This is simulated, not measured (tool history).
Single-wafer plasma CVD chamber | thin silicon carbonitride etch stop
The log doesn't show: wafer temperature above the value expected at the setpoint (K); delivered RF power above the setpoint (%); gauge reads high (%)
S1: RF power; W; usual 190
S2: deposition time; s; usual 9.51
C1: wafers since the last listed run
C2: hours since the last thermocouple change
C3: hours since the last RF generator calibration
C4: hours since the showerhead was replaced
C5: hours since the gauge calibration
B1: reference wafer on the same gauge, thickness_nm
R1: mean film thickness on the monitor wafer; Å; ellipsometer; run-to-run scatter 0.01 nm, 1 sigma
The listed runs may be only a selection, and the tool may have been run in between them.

run   hour   S1     S2    C1      C2      C3      C4      C5     B1     R1
  1      0  190   8.65     0  1932.9  1461.1  1851.5   949.6   6.07  48.96
  2   35.2  190   8.65  1207  1968.1  1496.3  1886.7   984.8  6.068  48.72
  3   65.5  190   9.51  1039  1998.4  1526.6    1917  1015.1  6.069  53.61
  4   84.2  190   9.51   641  2017.1  1545.3  1935.7  1033.8  6.072   53.7
  5  100.7  190   9.51   566  2033.6  1561.8  1952.2  1050.3   6.07  53.66
  6    128  190   9.51   936  2060.9  1589.1  1979.5  1077.6  6.069   53.7
  7  153.1  165   10.4   861    2086  1614.2  2004.6  1102.7  6.069  57.36
  8  173.3  165   10.4   693  2106.2  1634.4  2024.8  1122.9  6.072   57.2
  9  200.3  190   8.79   926  2133.2  1661.4  2051.8  1149.9  6.067  49.35
 10  220.7  190   8.79   699  2153.6  1681.8  2072.2  1170.3  6.072  49.49
     229.7  -- gauge calibrated
 11  252.4  190   8.08  1087  2185.3  1713.5  2103.9    22.7   6.07  45.41
 12  275.6  190   8.08   796  2208.5  1736.7  2127.1    45.9  6.072  45.52
 13  303.6  190   8.49   960  2236.5  1764.7  2155.1    73.9  6.065  47.71
 14  324.6  190   9.51   720  2257.5  1785.7  2176.1    94.9   6.07  53.38
 15  354.1  190   9.51  1012    2287  1815.2  2205.6   124.4  6.067  53.41
 16  380.4  190   9.51   902  2313.3  1841.5  2231.9   150.7  6.073  53.29
 17    425  210   8.32  1530  2357.9  1886.1  2276.5   195.3  6.072  47.43
     442.8  -- RF generator calibrated
 18  443.9  220   7.62   374  2376.8     1.1  2295.4   214.2  6.073   44.7
     466.8  -- thermocouple changed; heater temperature recalibrated
 19  467.3  155   8.16   528     0.5    24.5  2318.8   237.6  6.074  45.18
 20  484.9  190   9.51   603    18.1    42.1  2336.4   255.2   6.07  54.18
 21  518.4  190   9.51  1149    51.6    75.6  2369.9   288.7  6.069  54.29
 22    537  190  10.46   638    70.2    94.2  2388.5   307.3  6.072  59.49
 23  554.7  190   9.51   607    87.9   111.9  2406.2     325  6.071  54.35
 24  570.7  175   7.69   549   103.9   127.9  2422.2     341  6.067  43.28
     600.9  -- showerhead replaced
 25  601.4  190   9.51   778   134.6   158.6     0.5   371.7  6.072  54.29
 26    621  170   7.75   672   154.2   178.2    20.1   391.3  6.071  43.31
 27  727.3  190  10.93  3647   260.5   284.5   126.4   497.6  6.074  62.33
 28  751.7  190   9.51   837   284.9   308.9   150.8     522  6.071  54.19
 29  780.6  190  11.07   991   313.8   337.8   179.7   550.9  6.069  63.18
 30  795.5  205  10.05   511   328.7   352.7   194.6   565.8  6.071  58.05
 31  807.9  210   8.83   425   341.1   365.1     207   578.2  6.073  51.23
 32  830.8  190   9.51   785     364     388   229.9   601.1  6.074  54.33
 33  852.6  190   9.51   748   385.8   409.8   251.7   622.9  6.069  54.24
 34  885.7  225  10.09  1135   418.9   442.9   284.8     656  6.074  59.44
 35  902.3  190   8.08   569   435.5   459.5   301.4   672.6  6.071  46.16
 36  917.3  210  10.37   514   450.5   474.5   316.4   687.6   6.07  60.28
 37  951.9  165  11.01  1187   485.1   509.1     351   722.2  6.071   61.3

Give the tool's hidden conditions for every run:
wafer temperature above the value expected at the setpoint (K): 0 in every run
gauge reads high (%): 0 in every run
H1: delivered RF power above the setpoint (%)
run      H1
  1   -6.56
  2   -6.86
  3   -7.12
  4   -7.28
  5   -7.43
  6   -7.68
  7   -7.91
  8   -8.09
  9   -8.35
 10   -8.54
 11   -8.85
 12   -9.08
 13   -9.36
 14   -9.57
 15   -9.88
 16   -10.1
 17   -10.6
 18   -0.65
 19  -0.652
 20  -0.656
 21  -0.667
 22  -0.676
 23  -0.686
 24  -0.697
 25  -0.722
 26  -0.741
 27  -0.882
 28  -0.923
 29  -0.976
 30   -1.01
 31   -1.03
 32   -1.08
 33   -1.13
 34   -1.21
 35   -1.25
 36   -1.29
 37   -1.39

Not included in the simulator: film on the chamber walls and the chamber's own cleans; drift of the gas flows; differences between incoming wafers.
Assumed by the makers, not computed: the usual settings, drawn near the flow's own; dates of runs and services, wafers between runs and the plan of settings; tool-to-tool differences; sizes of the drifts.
